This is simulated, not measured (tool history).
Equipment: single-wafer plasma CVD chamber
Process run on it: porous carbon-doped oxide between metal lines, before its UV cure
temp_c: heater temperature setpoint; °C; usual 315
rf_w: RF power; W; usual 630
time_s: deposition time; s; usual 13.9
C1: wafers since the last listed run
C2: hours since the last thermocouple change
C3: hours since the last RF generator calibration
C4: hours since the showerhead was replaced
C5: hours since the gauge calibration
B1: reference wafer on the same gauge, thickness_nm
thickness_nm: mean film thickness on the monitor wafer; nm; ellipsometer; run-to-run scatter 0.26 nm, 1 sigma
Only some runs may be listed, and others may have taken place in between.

Run 1, hour 0.0: usual settings; C1 0; C2 2105.3; C3 1768.4; C4 4977.6; C5 380.9; B1 106.977. Result: thickness_nm 86.918 nm.
Run 2, hour 9.2: usual settings; C1 363; C2 2114.5; C3 1777.6; C4 4986.8; C5 390.1; B1 106.844. Result: thickness_nm 86.657 nm.
Run 3, hour 20.2: usual settings; C1 434; C2 2125.5; C3 1788.6; C4 4997.8; C5 401.1; B1 106.679. Result: thickness_nm 86.654 nm.
Run 4, hour 37.6: usual settings; C1 687; C2 2142.9; C3 1806.0; C4 5015.2; C5 418.5; B1 106.824. Result: thickness_nm 86.670 nm.
At hour 47.2: thermocouple changed; heater temperature recalibrated.
Run 5, hour 51.9: usual settings; C1 249; C2 4.7; C3 1820.3; C4 5029.5; C5 432.8; B1 106.832. Result: thickness_nm 86.655 nm.
At hour 69.9: showerhead replaced.
Run 6, hour 70.4: usual settings; C1 415; C2 23.2; C3 1838.8; C4 0.5; C5 451.3; B1 106.680. Result: thickness_nm 86.770 nm.
Run 7, hour 84.0: usual settings; C1 537; C2 36.8; C3 1852.4; C4 14.1; C5 464.9; B1 106.903. Result: thickness_nm 87.067 nm.
Run 8, hour 94.7: usual settings; C1 423; C2 47.5; C3 1863.1; C4 24.8; C5 475.6; B1 106.778. Result: thickness_nm 86.713 nm.
At hour 112.8: RF generator calibrated.
Run 9, hour 128.1: usual settings; C1 1004; C2 80.9; C3 15.3; C4 58.2; C5 509.0; B1 106.953. Result: thickness_nm 90.037 nm.
Run 10, hour 143.6: usual settings; C1 612; C2 96.4; C3 30.8; C4 73.7; C5 524.5; B1 106.666. Result: thickness_nm 90.207 nm.
Run 11, hour 150.3: usual settings; C1 264; C2 103.1; C3 37.5; C4 80.4; C5 531.2; B1 106.722. Result: thickness_nm 89.584 nm.
Run 12, hour 167.0: usual settings but temp_c 320 °C, rf_w 580 W, time_s 13.0 s; C1 660; C2 119.8; C3 54.2; C4 97.1; C5 547.9; B1 106.794. Result: thickness_nm 79.030 nm.
Run 13, hour 186.0: usual settings but temp_c 320 °C, time_s 11.5 s; C1 751; C2 138.8; C3 73.2; C4 116.1; C5 566.9; B1 106.703. Result: thickness_nm 73.074 nm.
Run 14, hour 198.5: usual settings but temp_c 321 °C, rf_w 730 W, time_s 12.0 s; C1 494; C2 151.3; C3 85.7; C4 128.6; C5 579.4; B1 106.718. Result: thickness_nm 82.513 nm.
Run 15, hour 215.7: usual settings; C1 679; C2 168.5; C3 102.9; C4 145.8; C5 596.6; B1 106.850. Result: thickness_nm 90.219 nm.
At hour 215.9: gauge calibrated.
Run 16, hour 227.2: usual settings; C1 454; C2 180.0; C3 114.4; C4 157.3; C5 11.3; B1 106.881. Result: thickness_nm 90.142 nm.
Run 17, hour 238.7: usual settings but temp_c 325 °C, rf_w 580 W, time_s 11.2 s; C1 454; C2 191.5; C3 125.9; C4 168.8; C5 22.8; B1 106.752. Result: thickness_nm 66.349 nm.
Run 18, hour 253.2: usual settings but temp_c 325 °C, time_s 14.7 s; C1 573; C2 206.0; C3 140.4; C4 183.3; C5 37.3; B1 106.869. Result: thickness_nm 90.129 nm.
Run 19, hour 269.1: usual settings; C1 628; C2 221.9; C3 156.3; C4 199.2; C5 53.2; B1 106.742. Result: thickness_nm 89.826 nm.
Run 20, hour 278.2: usual settings but temp_c 323 °C, rf_w 510 W; C1 359; C2 231.0; C3 165.4; C4 208.3; C5 62.3; B1 106.855. Result: thickness_nm 77.181 nm.
Run 21, hour 295.8: usual settings but temp_c 328 °C, rf_w 715 W; C1 695; C2 248.6; C3 183.0; C4 225.9; C5 79.9; B1 106.783. Result: thickness_nm 90.856 nm.
Run 22, hour 304.9: usual settings but time_s 12.7 s; C1 359; C2 257.7; C3 192.1; C4 235.0; C5 89.0; B1 106.785. Result: thickness_nm 82.094 nm.
Run 23, hour 311.3: usual settings but temp_c 302 °C, rf_w 595 W, time_s 15.7 s; C1 253; C2 264.1; C3 198.5; C4 241.4; C5 95.4; B1 106.739. Result: thickness_nm 104.746 nm.
Run 24, hour 323.9: usual settings; C1 498; C2 276.7; C3 211.1; C4 254.0; C5 108.0; B1 106.618. Result: thickness_nm 89.873 nm.
Run 25, hour 338.4: usual settings; C1 573; C2 291.2; C3 225.6; C4 268.5; C5 122.5; B1 106.765. Result: thickness_nm 89.516 nm.
Run 26, hour 344.7: usual settings but temp_c 308 °C, rf_w 695 W, time_s 16.1 s; C1 249; C2 297.5; C3 231.9; C4 274.8; C5 128.8; B1 106.748. Result: thickness_nm 113.350 nm.
Run 27, hour 354.5: usual settings; C1 387; C2 307.3; C3 241.7; C4 284.6; C5 138.6; B1 106.802. Result: thickness_nm 90.182 nm.
Run 28, hour 362.9: usual settings but rf_w 735 W; C1 332; C2 315.7; C3 250.1; C4 293.0; C5 147.0; B1 106.888. Result: thickness_nm 96.873 nm.
Run 29, hour 376.4: usual settings but temp_c 323 °C; C1 533; C2 329.2; C3 263.6; C4 306.5; C5 160.5; B1 106.903. Result: thickness_nm 86.685 nm.
Run 30, hour 382.9: usual settings but temp_c 310 °C, rf_w 515 W; C1 256; C2 335.7; C3 270.1; C4 313.0; C5 167.0; B1 106.669. Result: thickness_nm 82.207 nm.
Run 31, hour 399.7: usual settings; C1 664; C2 352.5; C3 286.9; C4 329.8; C5 183.8; B1 106.775. Result: thickness_nm 89.261 nm.
Run 32, hour 414.2: usual settings but rf_w 550 W, time_s 11.9 s; C1 573; C2 367.0; C3 301.4; C4 344.3; C5 198.3; B1 106.916. Result: thickness_nm 71.882 nm.
Run 33, hour 425.0: usual settings; C1 426; C2 377.8; C3 312.2; C4 355.1; C5 209.1; B1 106.903. Result: thickness_nm 89.716 nm.
Run 34, hour 434.8: usual settings; C1 387; C2 387.6; C3 322.0; C4 364.9; C5 218.9; B1 106.757. Result: thickness_nm 89.361 nm.
Run 35, hour 451.2: usual settings but temp_c 318 °C; C1 648; C2 404.0; C3 338.4; C4 381.3; C5 235.3; B1 106.876. Result: thickness_nm 88.067 nm.

What if the next run were any one of these 3? Each begins from the tool's condition after run 35:
Run A, hour 451.6: usual settings; C1 15; C2 404.4; C3 338.8; C4 381.7; C5 235.7; B1 ?. Result: thickness_nm ?.
Run B, hour 451.6: usual settings but temp_c 320 °C; C1 15; C2 404.4; C3 338.8; C4 381.7; C5 235.7; B1 ?. Result: thickness_nm ?.
Run C, hour 451.6: usual settings but temp_c 309 °C, rf_w 700 W, time_s 15.2 s; C1 15; C2 404.4; C3 338.8; C4 381.7; C5 235.7; B1 ?. Result: thickness_nm ?.

run       B1  thickness_nm
  A  106.814        89.729
  B  106.814        87.602
  C  106.814       106.608
Without the tool's unlogged condition, the same runs would have read:
run  thickness_nm
  A        90.501
  B        88.356
  C       107.511
